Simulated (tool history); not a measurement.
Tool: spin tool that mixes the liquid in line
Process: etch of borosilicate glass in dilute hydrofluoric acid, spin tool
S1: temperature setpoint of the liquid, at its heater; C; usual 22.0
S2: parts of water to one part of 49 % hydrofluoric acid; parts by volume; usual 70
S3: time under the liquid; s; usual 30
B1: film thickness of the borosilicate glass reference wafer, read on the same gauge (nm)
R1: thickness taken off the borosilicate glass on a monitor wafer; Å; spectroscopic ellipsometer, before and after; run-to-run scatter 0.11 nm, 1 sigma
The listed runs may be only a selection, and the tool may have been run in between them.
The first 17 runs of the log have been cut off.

run     day    S1  S2  S3     B1     R1
      7.788  -- gauge calibrated
 18   8.154  22.0  70  30  80.02   98.1
      8.446  -- thermometer replaced
 19   8.708  20.5  40  45  79.99  256.7
 20   9.167  20.0  70  30  79.96   91.2
 21   9.658  26.0  70  30  80.02  116.6
     10.258  -- hydrofluoric acid flow meter replaced
 22  10.362  22.0  70  30  80.02  113.8
 23  10.762  27.0  70  30  79.99  136.5
 24  11.179  25.5  70  15  79.99   65.6
 25  11.917  17.5  55  15  80.03   60.1
 26  12.325  22.0  70  30  79.95  110.4
 27  12.921  19.5  70  40  80.01  135.6
 28  13.608  20.5  70  35  80.01  120.2
 29  14.308  22.0  70  30  80.01  112.7
 30  14.938  18.5  60  30  80.02  114.5
 31  15.429  22.0  70  30  80.00  111.0
 32  15.921  18.0  70  25  80.02   78.6
 33  16.404  26.5  55  15  79.98   86.8

Consider 4 possible next runs. They are alternatives, not a sequence: every one starts from the tool as it was left by run 33. What does each give?
  A  16.421  22.0  80  30   ?   ?
  B  16.421  22.0  70  50   ?   ?
  C  16.421  18.5  50  15   ?   ?
  D  16.421  22.0  70  40   ?   ?

run     B1     R1
  A  80.00   95.6
  B  80.00  184.3
  C  80.00   68.5
  D  80.00  147.5
Had the tool no hidden state, the same runs would have come out as:
run     R1
  A   97.6
  B  188.1
  C   69.8
  D  150.5

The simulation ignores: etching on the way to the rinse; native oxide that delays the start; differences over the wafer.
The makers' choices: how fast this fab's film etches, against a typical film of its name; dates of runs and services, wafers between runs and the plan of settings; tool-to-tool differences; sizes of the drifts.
